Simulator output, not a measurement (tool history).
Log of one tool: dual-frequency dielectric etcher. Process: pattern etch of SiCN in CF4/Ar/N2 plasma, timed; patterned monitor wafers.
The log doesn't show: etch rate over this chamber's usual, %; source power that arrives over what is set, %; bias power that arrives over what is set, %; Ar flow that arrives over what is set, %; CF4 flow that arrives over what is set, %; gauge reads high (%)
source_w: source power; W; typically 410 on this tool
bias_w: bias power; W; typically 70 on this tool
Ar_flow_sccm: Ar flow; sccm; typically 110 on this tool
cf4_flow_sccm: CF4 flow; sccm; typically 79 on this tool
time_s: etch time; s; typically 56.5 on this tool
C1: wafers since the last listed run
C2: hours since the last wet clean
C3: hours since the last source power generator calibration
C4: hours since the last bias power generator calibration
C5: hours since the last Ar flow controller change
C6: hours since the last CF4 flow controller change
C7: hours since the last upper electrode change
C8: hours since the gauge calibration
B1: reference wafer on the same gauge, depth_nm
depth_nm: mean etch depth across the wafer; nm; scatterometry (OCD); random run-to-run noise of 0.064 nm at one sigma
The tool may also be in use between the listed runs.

{"run": 1, "hour": 0.0, "source_w": 410, "bias_w": 70, "Ar_flow_sccm": 110, "cf4_flow_sccm": 79, "time_s": 56.5, "C1": 0, "C2": 194.6, "C3": 4309.2, "C4": 2605.7, "C5": 3311.4, "C6": 6340.2, "C7": 2938.7, "C8": 97.1, "B1": 41.1, "depth_nm": 42.24}
{"run": 2, "hour": 22.2, "source_w": 410, "bias_w": 70, "Ar_flow_sccm": 110, "cf4_flow_sccm": 79, "time_s": 56.5, "C1": 219, "C2": 216.8, "C3": 4331.4, "C4": 2627.9, "C5": 3333.6, "C6": 6362.4, "C7": 2960.9, "C8": 119.3, "B1": 41.1, "depth_nm": 42.13}
{"run": 3, "hour": 48.0, "source_w": 410, "bias_w": 70, "Ar_flow_sccm": 110, "cf4_flow_sccm": 79, "time_s": 56.5, "C1": 254, "C2": 242.6, "C3": 4357.2, "C4": 2653.7, "C5": 3359.4, "C6": 6388.2, "C7": 2986.7, "C8": 145.1, "B1": 41.1, "depth_nm": 42.2}
{"run": 4, "hour": 76.5, "source_w": 410, "bias_w": 70, "Ar_flow_sccm": 110, "cf4_flow_sccm": 79, "time_s": 56.5, "C1": 281, "C2": 271.1, "C3": 4385.7, "C4": 2682.2, "C5": 3387.9, "C6": 6416.7, "C7": 3015.2, "C8": 173.6, "B1": 41.1, "depth_nm": 42.11}
{"run": 5, "hour": 102.8, "source_w": 410, "bias_w": 70, "Ar_flow_sccm": 110, "cf4_flow_sccm": 79, "time_s": 56.5, "C1": 259, "C2": 297.4, "C3": 4412.0, "C4": 2708.5, "C5": 3414.2, "C6": 6443.0, "C7": 3041.5, "C8": 199.9, "B1": 41.09, "depth_nm": 42.2}
{"hour": 117.6, "done": "bias power generator calibrated"}
{"run": 6, "hour": 123.6, "source_w": 410, "bias_w": 70, "Ar_flow_sccm": 110, "cf4_flow_sccm": 79, "time_s": 56.5, "C1": 165, "C2": 318.2, "C3": 4432.8, "C4": 6.0, "C5": 3435.0, "C6": 6463.8, "C7": 3062.3, "C8": 220.7, "B1": 41.1, "depth_nm": 42.2}
{"hour": 136.9, "done": "gauge calibrated"}
{"hour": 139.6, "done": "source power generator calibrated"}
{"run": 7, "hour": 140.9, "source_w": 410, "bias_w": 70, "Ar_flow_sccm": 110, "cf4_flow_sccm": 79, "time_s": 56.5, "C1": 131, "C2": 335.5, "C3": 1.3, "C4": 23.3, "C5": 3452.3, "C6": 6481.1, "C7": 3079.6, "C8": 4.0, "B1": 41.11, "depth_nm": 42.11}
{"hour": 169.8, "done": "wet clean of the chamber"}
{"run": 8, "hour": 170.3, "source_w": 410, "bias_w": 70, "Ar_flow_sccm": 110, "cf4_flow_sccm": 79, "time_s": 56.5, "C1": 53, "C2": 0.5, "C3": 30.7, "C4": 52.7, "C5": 3481.7, "C6": 6510.5, "C7": 3109.0, "C8": 33.4, "B1": 41.1, "depth_nm": 42.37}
{"run": 9, "hour": 187.1, "source_w": 380, "bias_w": 70, "Ar_flow_sccm": 110, "cf4_flow_sccm": 79, "time_s": 56.5, "C1": 165, "C2": 17.3, "C3": 47.5, "C4": 69.5, "C5": 3498.5, "C6": 6527.3, "C7": 3125.8, "C8": 50.2, "B1": 41.11, "depth_nm": 39.91}
{"run": 10, "hour": 210.6, "source_w": 410, "bias_w": 56, "Ar_flow_sccm": 110, "cf4_flow_sccm": 79, "time_s": 56.5, "C1": 231, "C2": 40.8, "C3": 71.0, "C4": 93.0, "C5": 3522.0, "C6": 6550.8, "C7": 3149.3, "C8": 73.7, "B1": 41.1, "depth_nm": 39.16}
{"run": 11, "hour": 242.7, "source_w": 410, "bias_w": 70, "Ar_flow_sccm": 110, "cf4_flow_sccm": 79, "time_s": 56.5, "C1": 316, "C2": 72.9, "C3": 103.1, "C4": 125.1, "C5": 3554.1, "C6": 6582.9, "C7": 3181.4, "C8": 105.8, "B1": 41.11, "depth_nm": 42.27}
{"hour": 271.4, "done": "upper electrode replaced"}
{"run": 12, "hour": 274.5, "source_w": 410, "bias_w": 70, "Ar_flow_sccm": 110, "cf4_flow_sccm": 79, "time_s": 56.5, "C1": 76, "C2": 104.7, "C3": 134.9, "C4": 156.9, "C5": 3585.9, "C6": 6614.7, "C7": 3.1, "C8": 137.6, "B1": 41.11, "depth_nm": 42.37}
{"hour": 289.2, "done": "CF4 flow controller replaced"}
{"hour": 292.6, "done": "Ar flow controller replaced"}
{"run": 13, "hour": 293.1, "source_w": 410, "bias_w": 70, "Ar_flow_sccm": 119, "cf4_flow_sccm": 79, "time_s": 56.5, "C1": 90, "C2": 123.3, "C3": 153.5, "C4": 175.5, "C5": 0.5, "C6": 3.9, "C7": 21.7, "C8": 156.2, "B1": 41.1, "depth_nm": 41.6}
{"run": 14, "hour": 319.3, "source_w": 410, "bias_w": 70, "Ar_flow_sccm": 110, "cf4_flow_sccm": 79, "time_s": 56.5, "C1": 258, "C2": 149.5, "C3": 179.7, "C4": 201.7, "C5": 26.7, "C6": 30.1, "C7": 47.9, "C8": 182.4, "B1": 41.09, "depth_nm": 42.18}
{"hour": 325.0, "done": "gauge calibrated"}
{"run": 15, "hour": 335.3, "source_w": 500, "bias_w": 61, "Ar_flow_sccm": 110, "cf4_flow_sccm": 61, "time_s": 56.5, "C1": 157, "C2": 165.5, "C3": 195.7, "C4": 217.7, "C5": 42.7, "C6": 46.1, "C7": 63.9, "C8": 10.3, "B1": 41.1, "depth_nm": 45.55}
{"run": 16, "hour": 351.7, "source_w": 340, "bias_w": 70, "Ar_flow_sccm": 110, "cf4_flow_sccm": 79, "time_s": 56.5, "C1": 161, "C2": 181.9, "C3": 212.1, "C4": 234.1, "C5": 59.1, "C6": 62.5, "C7": 80.3, "C8": 26.7, "B1": 41.11, "depth_nm": 36.46}
{"run": 17, "hour": 364.8, "source_w": 480, "bias_w": 70, "Ar_flow_sccm": 110, "cf4_flow_sccm": 79, "time_s": 41.0, "C1": 129, "C2": 195.0, "C3": 225.2, "C4": 247.2, "C5": 72.2, "C6": 75.6, "C7": 93.4, "C8": 39.8, "B1": 41.11, "depth_nm": 34.75}
{"run": 18, "hour": 384.4, "source_w": 410, "bias_w": 86, "Ar_flow_sccm": 100, "cf4_flow_sccm": 62, "time_s": 56.5, "C1": 193, "C2": 214.6, "C3": 244.8, "C4": 266.8, "C5": 91.8, "C6": 95.2, "C7": 113.0, "C8": 59.4, "B1": 41.09, "depth_nm": 44.86}

Alternative continuations, all from the tool just after run 18; predict every row:
{"run": "A", "hour": 384.8, "source_w": 410, "bias_w": 70, "Ar_flow_sccm": 110, "cf4_flow_sccm": 79, "time_s": 56.5, "C1": 3, "C2": 215.0, "C3": 245.2, "C4": 267.2, "C5": 92.2, "C6": 95.6, "C7": 113.4, "C8": 59.8, "B1": "?", "depth_nm": "?"}
{"run": "B", "hour": 384.8, "source_w": 370, "bias_w": 56, "Ar_flow_sccm": 137, "cf4_flow_sccm": 61, "time_s": 56.5, "C1": 3, "C2": 215.0, "C3": 245.2, "C4": 267.2, "C5": 92.2, "C6": 95.6, "C7": 113.4, "C8": 59.8, "B1": "?", "depth_nm": "?"}
{"run": "C", "hour": 384.8, "source_w": 320, "bias_w": 84, "Ar_flow_sccm": 110, "cf4_flow_sccm": 90, "time_s": 49.0, "C1": 3, "C2": 215.0, "C3": 245.2, "C4": 267.2, "C5": 92.2, "C6": 95.6, "C7": 113.4, "C8": 59.8, "B1": "?", "depth_nm": "?"}
{"run": "D", "hour": 384.8, "source_w": 360, "bias_w": 70, "Ar_flow_sccm": 110, "cf4_flow_sccm": 79, "time_s": 41.0, "C1": 3, "C2": 215.0, "C3": 245.2, "C4": 267.2, "C5": 92.2, "C6": 95.6, "C7": 113.4, "C8": 59.8, "B1": "?", "depth_nm": "?"}

run=A B1=41.10 depth_nm=42.22
run=B B1=41.10 depth_nm=33.01
run=C B1=41.10 depth_nm=32.70
run=D B1=41.10 depth_nm=27.65
With the hidden condition removed and each run's random variation left untouched, the same runs would have given:
run=A depth_nm=42.43
run=B depth_nm=33.17
run=C depth_nm=32.86
run=D depth_nm=27.79
